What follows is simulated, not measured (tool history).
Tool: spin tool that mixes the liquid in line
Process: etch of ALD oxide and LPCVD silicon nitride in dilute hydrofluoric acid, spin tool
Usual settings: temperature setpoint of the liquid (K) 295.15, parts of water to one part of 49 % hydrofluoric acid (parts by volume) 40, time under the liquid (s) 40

| run | hour | temperature setpoint of the liquid (K) | parts of water to one part of 49 % hydrofluoric acid (parts by volume) | time under the liquid (s) | wafers since the last listed run | hours since the thermometer was replaced | hours since the hydrofluoric acid flow meter was replaced | hours since the gauge calibration | read-back film thickness of the ALD oxide reference wafer, read on the same gauge (nm) | read-back film thickness of the LPCVD silicon nitride reference wafer, read on the same gauge (nm) | thickness taken off the ALD oxide on a monitor wafer (Å) | thickness taken off the LPCVD silicon nitride on a monitor wafer (Å) |
|---|---|---|---|---|---|---|---|---|---|---|---|---|
| 1 | 0.0 | 295.15 | 40 | 40 | 0 | 2812.6 | 866.3 | 421.9 | 140.02 | 69.982 | 97.4 | 3.21 |
| 2 | 43.9 | 295.15 | 40 | 40 | 759 | 2856.5 | 910.2 | 465.8 | 139.99 | 69.974 | 96.2 | 3.49 |
| 3 | 100.0 | 295.15 | 40 | 40 | 970 | 2912.6 | 966.3 | 521.9 | 140.00 | 70.002 | 94.7 | 3.36 |
| 4 | 151.2 | 295.15 | 40 | 40 | 885 | 2963.8 | 1017.5 | 573.1 | 139.99 | 70.029 | 95.0 | 2.97 |
| 5 | 210.1 | 295.15 | 40 | 40 | 1019 | 3022.7 | 1076.4 | 632.0 | 140.00 | 69.992 | 92.9 | 3.02 |
| 6 | 258.9 | 295.15 | 40 | 40 | 844 | 3071.5 | 1125.2 | 680.8 | 139.99 | 70.001 | 94.5 | 3.45 |
| 7 | 329.7 | 295.15 | 40 | 40 | 1224 | 3142.3 | 1196.0 | 751.6 | 140.02 | 70.007 | 93.6 | 3.19 |
| 8 | 374.0 | 295.15 | 40 | 40 | 766 | 3186.6 | 1240.3 | 795.9 | 140.01 | 70.016 | 94.8 | 3.12 |
| 9 | 445.4 | 295.15 | 40 | 40 | 1235 | 3258.0 | 1311.7 | 867.3 | 139.99 | 70.032 | 94.0 | 3.21 |
| 10 | 495.5 | 295.15 | 40 | 40 | 866 | 3308.1 | 1361.8 | 917.4 | 140.00 | 69.987 | 92.9 | 3.20 |
| 11 | 523.0 | 295.15 | 40 | 60 | 475 | 3335.6 | 1389.3 | 944.9 | 140.02 | 69.968 | 137.4 | 4.64 |
| 12 | 590.7 | 295.15 | 55 | 40 | 1171 | 3403.3 | 1457.0 | 1012.6 | 140.00 | 70.010 | 65.7 | 2.20 |
|  | 616.5 | hydrofluoric acid flow meter replaced |
| 13 | 617.0 | 291.15 | 55 | 55 | 437 | 3429.6 | 0.5 | 1038.9 | 140.00 | 70.011 | 81.9 | 2.41 |
|  | 624.6 | thermometer replaced |
| 14 | 655.1 | 295.15 | 40 | 40 | 641 | 30.5 | 38.6 | 1077.0 | 140.03 | 70.014 | 113.3 | 4.35 |
| 15 | 708.9 | 296.65 | 40 | 40 | 930 | 84.3 | 92.4 | 1130.8 | 139.99 | 70.012 | 118.9 | 4.22 |
|  | 736.2 | gauge calibrated |
| 16 | 760.8 | 295.15 | 40 | 40 | 897 | 136.2 | 144.3 | 24.6 | 139.97 | 69.966 | 110.1 | 3.57 |
| 17 | 830.6 | 297.65 | 50 | 55 | 1207 | 206.0 | 214.1 | 94.4 | 140.02 | 69.983 | 134.1 | 5.40 |
| 18 | 897.7 | 295.15 | 50 | 40 | 1160 | 273.1 | 281.2 | 161.5 | 140.00 | 70.020 | 87.2 | 3.55 |
| 19 | 926.1 | 295.15 | 40 | 40 | 491 | 301.5 | 309.6 | 189.9 | 140.00 | 70.008 | 108.3 | 4.31 |
| 20 | 952.5 | 293.65 | 30 | 25 | 456 | 327.9 | 336.0 | 216.3 | 140.02 | 69.990 | 86.8 | 2.67 |
| 21 | 1022.2 | 299.15 | 45 | 40 | 1205 | 397.6 | 405.7 | 286.0 | 140.00 | 69.973 | 113.4 | 4.83 |
| 22 | 1082.1 | 290.65 | 35 | 60 | 1036 | 457.5 | 465.6 | 345.9 | 140.00 | 69.979 | 154.0 | 5.05 |
| 23 | 1112.6 | 295.15 | 55 | 25 | 527 | 488.0 | 496.1 | 376.4 | 139.99 | 70.023 | 48.4 | 1.67 |
| 24 | 1176.2 | 295.15 | 45 | 40 | 1100 | 551.6 | 559.7 | 440.0 | 140.02 | 69.986 | 95.0 | 3.27 |
| 25 | 1202.8 | 295.15 | 40 | 40 | 460 | 578.2 | 586.3 | 466.6 | 140.03 | 69.983 | 107.1 | 3.85 |

5 ways to go on from here, each from the tool as it stands after run 25. What would each give?
| A | 1203.2 | 298.65 | 40 | 40 | 6 | 578.6 | 586.7 | 467.0 | ? | ? | ? | ? |
| B | 1203.2 | 297.15 | 50 | 20 | 6 | 578.6 | 586.7 | 467.0 | ? | ? | ? | ? |
| C | 1203.2 | 295.15 | 20 | 40 | 6 | 578.6 | 586.7 | 467.0 | ? | ? | ? | ? |
| D | 1203.2 | 291.65 | 40 | 40 | 6 | 578.6 | 586.7 | 467.0 | ? | ? | ? | ? |
| E | 1203.2 | 295.15 | 40 | 45 | 6 | 578.6 | 586.7 | 467.0 | ? | ? | ? | ? |

| run | read-back film thickness of the ALD oxide reference wafer, read on the same gauge (nm) | read-back film thickness of the LPCVD silicon nitride reference wafer, read on the same gauge (nm) | thickness taken off the ALD oxide on a monitor wafer (Å) | thickness taken off the LPCVD silicon nitride on a monitor wafer (Å) |
|---|---|---|---|---|
| A | 140.00 | 69.997 | 124.0 | 4.96 |
| B | 140.00 | 69.997 | 46.0 | 1.80 |
| C | 140.00 | 69.997 | 219.8 | 7.62 |
| D | 140.00 | 69.997 | 92.2 | 3.06 |
| E | 140.00 | 69.997 | 120.5 | 4.40 |
Without the tool's hidden state the same runs would have given:
| run | thickness taken off the ALD oxide on a monitor wafer (Å) | thickness taken off the LPCVD silicon nitride on a monitor wafer (Å) |
|---|---|---|
| A | 131.3 | 5.33 |
| B | 48.7 | 1.94 |
| C | 232.9 | 8.19 |
| D | 97.8 | 3.29 |
| E | 127.7 | 4.73 |
